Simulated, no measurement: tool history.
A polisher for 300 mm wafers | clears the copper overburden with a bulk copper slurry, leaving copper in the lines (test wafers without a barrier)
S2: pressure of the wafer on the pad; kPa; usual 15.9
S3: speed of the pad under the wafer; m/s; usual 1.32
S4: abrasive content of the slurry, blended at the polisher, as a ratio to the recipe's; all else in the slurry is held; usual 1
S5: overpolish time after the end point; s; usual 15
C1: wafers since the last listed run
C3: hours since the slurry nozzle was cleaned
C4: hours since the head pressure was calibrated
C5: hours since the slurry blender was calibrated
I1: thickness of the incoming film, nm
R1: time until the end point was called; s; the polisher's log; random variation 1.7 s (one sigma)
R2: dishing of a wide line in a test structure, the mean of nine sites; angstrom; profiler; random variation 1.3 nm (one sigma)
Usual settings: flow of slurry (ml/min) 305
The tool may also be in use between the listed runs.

run 1 hour=0 | flow_of_slurry_(ml/min)=305 S2=17.2 S3=1.32 S4=1 S5=15 | C1=0 wafers_polished_on_this_pad=400 C3=274.7 C4=693.4 C5=35.8 | I1=1105.6 | R1=127.6 R2=780
run 2 hour=6.2 | flow_of_slurry_(ml/min)=305 S2=17.2 S3=1.32 S4=1 S5=15 | C1=42 wafers_polished_on_this_pad=442 C3=280.9 C4=699.6 C5=42 | I1=1118.9 | R1=130.4 R2=816
run 3 hour=14.6 | flow_of_slurry_(ml/min)=305 S2=17.2 S3=1.32 S4=1 S5=15 | C1=57 wafers_polished_on_this_pad=500 C3=289.3 C4=708 C5=50.4 | I1=1096.2 | R1=125.7 R2=812
-- hour=32 worn pad replaced by a new one
run 4 hour=32.5 | flow_of_slurry_(ml/min)=305 S2=15.9 S3=1.32 S4=1 S5=15 | C1=95 wafers_polished_on_this_pad=3 C3=307.2 C4=725.9 C5=68.3 | I1=1108.1 | R1=129.1 R2=769
run 5 hour=46.1 | flow_of_slurry_(ml/min)=305 S2=15.9 S3=1.32 S4=1 S5=15 | C1=93 wafers_polished_on_this_pad=97 C3=320.8 C4=739.5 C5=81.9 | I1=1114.1 | R1=136.3 R2=770
run 6 hour=62.4 | flow_of_slurry_(ml/min)=305 S2=15.9 S3=1.32 S4=1 S5=15 | C1=111 wafers_polished_on_this_pad=208 C3=337.1 C4=755.8 C5=98.2 | I1=1112.1 | R1=133.7 R2=776
run 7 hour=68.8 | flow_of_slurry_(ml/min)=305 S2=15.9 S3=1.32 S4=1 S5=15 | C1=43 wafers_polished_on_this_pad=252 C3=343.5 C4=762.2 C5=104.6 | I1=1099.6 | R1=129.7 R2=783
run 8 hour=83.6 | flow_of_slurry_(ml/min)=305 S2=15.9 S3=1.32 S4=1 S5=15 | C1=101 wafers_polished_on_this_pad=354 C3=358.3 C4=777 C5=119.4 | I1=1116.2 | R1=134.8 R2=761
run 9 hour=95.7 | flow_of_slurry_(ml/min)=305 S2=15.9 S3=1.32 S4=1 S5=15 | C1=83 wafers_polished_on_this_pad=437 C3=370.4 C4=789.1 C5=131.5 | I1=1121.5 | R1=136.8 R2=753
run 10 hour=109.1 | flow_of_slurry_(ml/min)=305 S2=15.9 S3=1.32 S4=1 S5=15 | C1=91 wafers_polished_on_this_pad=529 C3=383.8 C4=802.5 C5=144.9 | I1=1123 | R1=136.7 R2=739
-- hour=111.3 slurry blender recalibrated
-- hour=113.8 slurry nozzle cleaned
-- hour=120.1 worn pad replaced by a new one
run 11 hour=120.4 | flow_of_slurry_(ml/min)=245 S2=15.9 S3=1.7 S4=1 S5=15 | C1=29 wafers_polished_on_this_pad=2 C3=6.6 C4=813.8 C5=9.1 | I1=1105.3 | R1=106.5 R2=879
run 12 hour=129.1 | flow_of_slurry_(ml/min)=305 S2=15.9 S3=1.32 S4=1 S5=17 | C1=59 wafers_polished_on_this_pad=61 C3=15.3 C4=822.5 C5=17.8 | I1=1111.4 | R1=134.9 R2=829
run 13 hour=135.2 | flow_of_slurry_(ml/min)=355 S2=20.7 S3=1.32 S4=1 S5=19 | C1=41 wafers_polished_on_this_pad=103 C3=21.4 C4=828.6 C5=23.9 | I1=1108.2 | R1=111.2 R2=991
run 14 hour=150.1 | flow_of_slurry_(ml/min)=305 S2=15.9 S3=1.66 S4=1 S5=7 | C1=102 wafers_polished_on_this_pad=205 C3=36.3 C4=843.5 C5=38.8 | I1=1093 | R1=106.2 R2=514
run 15 hour=159.9 | flow_of_slurry_(ml/min)=305 S2=15.9 S3=1.2 S4=1 S5=11 | C1=67 wafers_polished_on_this_pad=273 C3=46.1 C4=853.3 C5=48.6 | I1=1115.2 | R1=147.8 R2=584
run 16 hour=177.1 | flow_of_slurry_(ml/min)=305 S2=15.9 S3=1.66 S4=1 S5=7 | C1=118 wafers_polished_on_this_pad=391 C3=63.3 C4=870.5 C5=65.8 | I1=1100.6 | R1=110.1 R2=527
run 17 hour=183.1 | flow_of_slurry_(ml/min)=305 S2=21.4 S3=1.32 S4=0.75 S5=15 | C1=41 wafers_polished_on_this_pad=432 C3=69.3 C4=876.5 C5=71.8 | I1=1109.1 | R1=116.6 R2=865
-- hour=196.5 head pressure recalibrated
run 18 hour=199.5 | flow_of_slurry_(ml/min)=305 S2=13.1 S3=1.76 S4=1 S5=15 | C1=98 wafers_polished_on_this_pad=531 C3=85.7 C4=3 C5=88.2 | I1=1095.5 | R1=109.4 R2=837
-- hour=214.8 worn pad replaced by a new one
run 19 hour=226.3 | flow_of_slurry_(ml/min)=305 S2=15.9 S3=1.32 S4=1 S5=15 | C1=156 wafers_polished_on_this_pad=79 C3=112.5 C4=29.8 C5=115 | I1=1115.3 | R1=133.8 R2=782
run 20 hour=250.3 | flow_of_slurry_(ml/min)=245 S2=15.9 S3=1.32 S4=0.9 S5=22 | C1=164 wafers_polished_on_this_pad=243 C3=136.5 C4=53.8 C5=139 | I1=1097.7 | R1=138.6 R2=955

3 ways to go on from here, each from the tool as it stands after run 20. What would each give?
run A hour=250.8 | flow_of_slurry_(ml/min)=305 S2=15.9 S3=1.32 S4=1 S5=15 | C1=3 wafers_polished_on_this_pad=247 C3=137 C4=54.3 C5=139.5 | I1=1110.6 | R1=? R2=?
run B hour=250.8 | flow_of_slurry_(ml/min)=360 S2=15.9 S3=0.94 S4=0.7 S5=15 | C1=3 wafers_polished_on_this_pad=247 C3=137 C4=54.3 C5=139.5 | I1=1110.6 | R1=? R2=?
run C hour=250.8 | flow_of_slurry_(ml/min)=260 S2=15.9 S3=1.32 S4=1.2 S5=15 | C1=3 wafers_polished_on_this_pad=247 C3=137 C4=54.3 C5=139.5 | I1=1110.6 | R1=? R2=?

run=A R1=133.4 R2=782
run=B R1=189.7 R2=615
run=C R1=131.7 R2=788
Without the tool's hidden state the same runs would have given:
run=A R1=133.4 R2=782
run=B R1=189.7 R2=615
run=C R1=131.7 R2=788
